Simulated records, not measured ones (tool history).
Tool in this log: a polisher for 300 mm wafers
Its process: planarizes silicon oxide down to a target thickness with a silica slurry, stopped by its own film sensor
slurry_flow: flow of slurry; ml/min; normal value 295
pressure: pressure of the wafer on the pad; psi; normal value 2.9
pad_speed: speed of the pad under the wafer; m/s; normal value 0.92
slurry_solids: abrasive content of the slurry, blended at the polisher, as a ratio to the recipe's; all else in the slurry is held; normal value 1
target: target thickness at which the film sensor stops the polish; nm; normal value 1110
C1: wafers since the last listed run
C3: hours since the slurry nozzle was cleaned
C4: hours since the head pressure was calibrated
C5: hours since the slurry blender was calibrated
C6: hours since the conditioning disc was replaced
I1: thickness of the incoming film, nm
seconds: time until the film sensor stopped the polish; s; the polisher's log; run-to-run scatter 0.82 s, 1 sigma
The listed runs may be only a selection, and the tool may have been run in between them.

run 1 day=0 | slurry_flow=295 pressure=2.9 pad_speed=0.92 slurry_solids=1 target=1110 | C1=0 wafers_polished_on_this_pad=815 C3=521.6 C4=1255.3 C5=5.4 C6=432 | I1=1218.6 | seconds=67.7
run 2 day=0.488 | slurry_flow=295 pressure=3.5 pad_speed=1 slurry_solids=1 target=1110 | C1=146 wafers_polished_on_this_pad=961 C3=533.3 C4=1267 C5=17.1 C6=443.7 | I1=1243.2 | seconds=70
run 3 day=1.233 | slurry_flow=295 pressure=2.9 pad_speed=0.92 slurry_solids=1 target=1136 | C1=223 wafers_polished_on_this_pad=1185 C3=551.2 C4=1284.9 C5=35 C6=461.6 | I1=1222.4 | seconds=56
-- day=1.867 worn pad replaced by a new one
run 4 day=1.888 | slurry_flow=235 pressure=2.9 pad_speed=0.92 slurry_solids=1 target=1110 | C1=146 wafers_polished_on_this_pad=6 C3=566.9 C4=1300.6 C5=50.7 C6=477.3 | I1=1234.7 | seconds=82.8
run 5 day=2.129 | slurry_flow=295 pressure=2.9 pad_speed=0.92 slurry_solids=1 target=1110 | C1=72 wafers_polished_on_this_pad=79 C3=572.7 C4=1306.4 C5=56.5 C6=483.1 | I1=1249.1 | seconds=90.2
run 6 day=2.65 | slurry_flow=295 pressure=2.9 pad_speed=0.92 slurry_solids=1 target=1097 | C1=156 wafers_polished_on_this_pad=235 C3=585.2 C4=1318.9 C5=69 C6=495.6 | I1=1232.1 | seconds=85.6
run 7 day=2.992 | slurry_flow=295 pressure=2.9 pad_speed=0.92 slurry_solids=1 target=1097 | C1=102 wafers_polished_on_this_pad=338 C3=593.4 C4=1327.1 C5=77.2 C6=503.8 | I1=1225.1 | seconds=79.4
-- day=3.296 head pressure recalibrated
run 8 day=3.704 | slurry_flow=295 pressure=2.9 pad_speed=0.92 slurry_solids=1 target=1097 | C1=188 wafers_polished_on_this_pad=527 C3=610.5 C4=9.8 C5=94.3 C6=520.9 | I1=1254.1 | seconds=101.1
run 9 day=4.429 | slurry_flow=295 pressure=2.9 pad_speed=1.14 slurry_solids=1 target=1110 | C1=217 wafers_polished_on_this_pad=744 C3=627.9 C4=27.2 C5=111.7 C6=538.3 | I1=1225.2 | seconds=65.1
-- day=4.496 slurry nozzle cleaned
run 10 day=5.108 | slurry_flow=295 pressure=2.9 pad_speed=0.92 slurry_solids=1.2 target=1110 | C1=191 wafers_polished_on_this_pad=935 C3=14.7 C4=43.5 C5=128 C6=554.6 | I1=1239.7 | seconds=76.9
-- day=5.642 slurry blender recalibrated
run 11 day=5.771 | slurry_flow=295 pressure=2.9 pad_speed=1.12 slurry_solids=1.25 target=1110 | C1=173 wafers_polished_on_this_pad=1109 C3=30.6 C4=59.4 C5=3.1 C6=570.5 | I1=1233.6 | seconds=64.3
run 12 day=6.446 | slurry_flow=295 pressure=2.9 pad_speed=0.92 slurry_solids=1 target=1082 | C1=202 wafers_polished_on_this_pad=1312 C3=46.8 C4=75.6 C5=19.3 C6=586.7 | I1=1230 | seconds=91.9
-- day=6.725 conditioning disc replaced and pad reconditioned
run 13 day=6.746 | slurry_flow=355 pressure=3.6 pad_speed=0.72 slurry_solids=1 target=1132 | C1=65 wafers_polished_on_this_pad=1377 C3=54 C4=82.8 C5=26.5 C6=0.5 | I1=1247.1 | seconds=53
-- day=7.242 worn pad replaced by a new one
run 14 day=7.3 | slurry_flow=210 pressure=2.9 pad_speed=1.1 slurry_solids=1 target=1110 | C1=116 wafers_polished_on_this_pad=16 C3=67.3 C4=96.1 C5=39.8 C6=13.8 | I1=1223.9 | seconds=50.2
run 15 day=7.854 | slurry_flow=330 pressure=3.5 pad_speed=0.92 slurry_solids=1 target=1110 | C1=166 wafers_polished_on_this_pad=183 C3=80.6 C4=109.4 C5=53.1 C6=27.1 | I1=1233.4 | seconds=51.2
run 16 day=8.246 | slurry_flow=380 pressure=2.9 pad_speed=0.92 slurry_solids=1 target=1089 | C1=117 wafers_polished_on_this_pad=300 C3=90 C4=118.8 C5=62.5 C6=36.5 | I1=1235 | seconds=71.3
run 17 day=8.717 | slurry_flow=295 pressure=2.9 pad_speed=0.92 slurry_solids=1 target=1110 | C1=141 wafers_polished_on_this_pad=442 C3=101.3 C4=130.1 C5=73.8 C6=47.8 | I1=1231.9 | seconds=63.3
run 18 day=9.271 | slurry_flow=295 pressure=2 pad_speed=0.8 slurry_solids=1 target=1110 | C1=166 wafers_polished_on_this_pad=608 C3=114.6 C4=143.4 C5=87.1 C6=61.1 | I1=1223.4 | seconds=87.5
run 19 day=9.85 | slurry_flow=220 pressure=2.9 pad_speed=0.92 slurry_solids=1 target=1144 | C1=173 wafers_polished_on_this_pad=782 C3=128.5 C4=157.3 C5=101 C6=75 | I1=1235.6 | seconds=49.5
run 20 day=10.367 | slurry_flow=295 pressure=2.9 pad_speed=1.14 slurry_solids=1 target=1110 | C1=155 wafers_polished_on_this_pad=937 C3=140.9 C4=169.7 C5=113.4 C6=87.4 | I1=1232.2 | seconds=55.9
-- day=10.458 slurry blender recalibrated
run 21 day=10.908 | slurry_flow=295 pressure=2.9 pad_speed=0.92 slurry_solids=1 target=1110 | C1=137 wafers_polished_on_this_pad=1074 C3=153.9 C4=182.7 C5=10.8 C6=100.4 | I1=1233 | seconds=65.6

For some of the steps in seconds from one run to the next: how much would appear even if the tool had no hidden state, given the settings, what came in and random variation, and how much remains for the hidden state plus any gauge scatter that the measured result and the result without hidden state don't share?
Unlogged tool condition in this case: removal rate lost through wear of the pad, %; slurry flow missing at the pad, %; deviation of the head's pressure from its setpoint, %; abrasive missing from the slurry, %; time polished since the conditioner stopped cutting, s.
Run 8 -> 9: pad_speed 0.92 -> 1.14, target 1097 -> 1110. seconds -36 s: hidden state -7.6, all else -28.4.
Run 12 -> 13: slurry_flow 295 -> 355, pressure 2.9 -> 3.6, pad_speed 0.92 -> 0.72, target 1082 -> 1132, conditioning disc replaced and pad reconditioned. seconds -38.9 s: hidden state -24.8, all else -14.1.
Run 18 -> 19: slurry_flow 295 -> 220, pressure 2 -> 2.9, pad_speed 0.8 -> 0.92, target 1110 -> 1144. seconds -38 s: hidden state -0.4, all else -37.6.
